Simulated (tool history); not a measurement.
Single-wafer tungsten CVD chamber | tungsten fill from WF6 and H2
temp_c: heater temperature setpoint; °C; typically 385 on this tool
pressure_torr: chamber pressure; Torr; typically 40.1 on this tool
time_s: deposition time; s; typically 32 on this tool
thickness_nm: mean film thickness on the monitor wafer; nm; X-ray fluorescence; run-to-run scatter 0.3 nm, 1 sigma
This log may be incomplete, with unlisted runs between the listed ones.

run,hour,temp_c,pressure_torr,time_s,"read-back reference wafer on the same gauge, thickness_nm",thickness_nm
1,0,388,40.1,32,79.16,72.145
2,12.7,388,40.1,32,79.092,71.953
3,19.1,385,34.2,32,79.055,65.019
4,30.5,385,34.2,32,79.044,64.973
5,37.1,385,34.2,32,79.027,65.309
6,47.3,390,34.1,32,79.162,71.005
7,53.4,390,34.1,32,79.118,70.822
# hour 84.4: thermocouple changed; heater temperature recalibrated
8,84.9,385,40.1,32,79.04,76.806
9,87.6,394,40.1,32,79.022,89.377
10,94.6,394,40.1,32,79.106,89.13
11,101.3,385,40.1,32,79.163,76.754
12,116.1,385,40.1,32,79.14,76.964
13,125.2,385,40.1,32,79.014,76.947
14,156.8,385,40.1,32,79.112,77.04
15,166,385,37.5,32,79.089,75.165
16,183.1,385,43.5,34.8,79.138,85.513
17,195.3,385,34.8,32,79.136,73.41
# hour 206: capacitance manometer re-zeroed and calibrated
18,219.9,385,40.1,32,79.023,76.914
19,233.8,396,40.1,32,79.15,92.319
20,249.2,375,42.8,34.9,79.14,71.318
21,265.6,397,35.1,32,79.154,89.174
22,280.8,385,40.1,32,79.15,76.025
# hour 285.4: gauge calibrated
23,296.4,397,40.1,29.1,79.114,84.246
24,304.7,390,40.1,38.4,79.098,100.003
25,320.1,385,36.2,32,78.955,73.577
# hour 335.5: showerhead replaced
26,336,385,45,32,79.114,79.452
27,336.6,379,35.2,32,79.198,65.881
28,343.9,385,43,32,78.915,78.18
29,358.2,392,40.1,37.9,78.988,101.441
30,367.7,380,40.1,32,79.099,69.83
31,376.4,385,40.1,32,79.173,75.691
32,394.1,390,46.3,32,79.164,86.995
33,409.1,380,32.6,32,79.062,65.32
34,424.3,385,40.1,35.7,79.088,84.497
35,441.3,376,45.1,35.8,79.094,75.101

Each row is a separate what-if for the run after 35, all from the same tool condition, not one after another. Results?
A,441.7,385,40.1,32,?,?
B,441.7,373,40.1,34.9,?,?
C,441.7,394,34.8,32,?,?

run,"read-back reference wafer on the same gauge, thickness_nm",thickness_nm
A,79.264,75.529
B,79.264,66.492
C,79.264,84.204
Without the tool's hidden state the same runs would have given:
run,thickness_nm
A,75.724
B,66.672
C,84.411
